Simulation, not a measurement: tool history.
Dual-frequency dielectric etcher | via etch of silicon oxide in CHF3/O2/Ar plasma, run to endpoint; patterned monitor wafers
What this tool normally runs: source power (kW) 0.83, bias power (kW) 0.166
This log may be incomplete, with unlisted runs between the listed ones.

run    hour  source power (kW)  bias power (kW)  incoming incoming film thickness, nm  endpoint time (s)
  1       0               0.83            0.194                                 601.1                277
  2    40.4               0.83            0.166                                 599.5              300.3
  3    98.4               0.83            0.166                                 603.7              301.6
  4   125.5               0.83            0.166                                 601.1              303.1
  5     193               0.78            0.166                                 610.5              316.3
      240.1  -- wet clean of the chamber
  6   240.6               0.78            0.166                                 603.7              301.2
  7   277.9               0.78            0.166                                 610.3              308.3
  8   308.9               0.83            0.166                                 602.5              295.8
  9   357.5               0.83            0.166                                 599.2              296.1
 10   423.2               0.83            0.166                                 603.5              298.5
 11   484.7               0.83            0.192                                 605.1              278.1
      515.8  -- upper electrode replaced
 12   550.7               0.83            0.192                                 600.2              278.9
 13   619.7               0.83             0.15                                 597.8              315.5
 14   650.1               0.83            0.166                                 606.8              303.6
 15   713.9               0.83            0.166                                   607              304.5
      744.7  -- wet clean of the chamber
 16   747.8               0.83            0.166                                 600.2              291.4
 17   814.6               0.83            0.166                                 599.2              291.3
 18     854               0.63            0.166                                 601.6              328.8
 19   917.6               0.71            0.185                                 602.7                297
 20   988.5                0.7            0.187                                 598.3              296.1
      995.5  -- bias power generator calibrated
 21  1023.4               1.03            0.145                                 604.4              304.8
     1148.1  -- source power generator calibrated
 22  1227.2               0.72            0.166                                 604.3              332.8
 23  1264.4               0.83             0.14                                 603.1              343.3
     1300.9  -- wet clean of the chamber
 24    1308               0.89            0.145                                 601.3              312.3
 25    1336                0.7            0.203                                 605.5              293.8
 26  1398.9               0.78            0.166                                 606.6              313.4
 27  1443.9               0.99            0.166                                 602.2              282.9
 28  1489.8               0.83             0.14                                   600              333.1
 29  1551.2               0.83            0.166                                 603.3                305
 30  1611.4               0.65            0.185                                 600.2              320.4
 31  1635.7               0.67             0.13                                 595.8              379.6
 32  1668.7               0.99            0.135                                 599.9              319.1
 33  1733.3               0.98            0.187                                 603.3              274.3

Estimate the outcome of run 34 from the log above:
 34  1763.8                  1            0.132                                 609.1                  ?

{"run 34": {"endpoint time (s)": 330}}
The same run, on a tool lacking any hidden state, would have yielded endpoint time (s) 319.1.
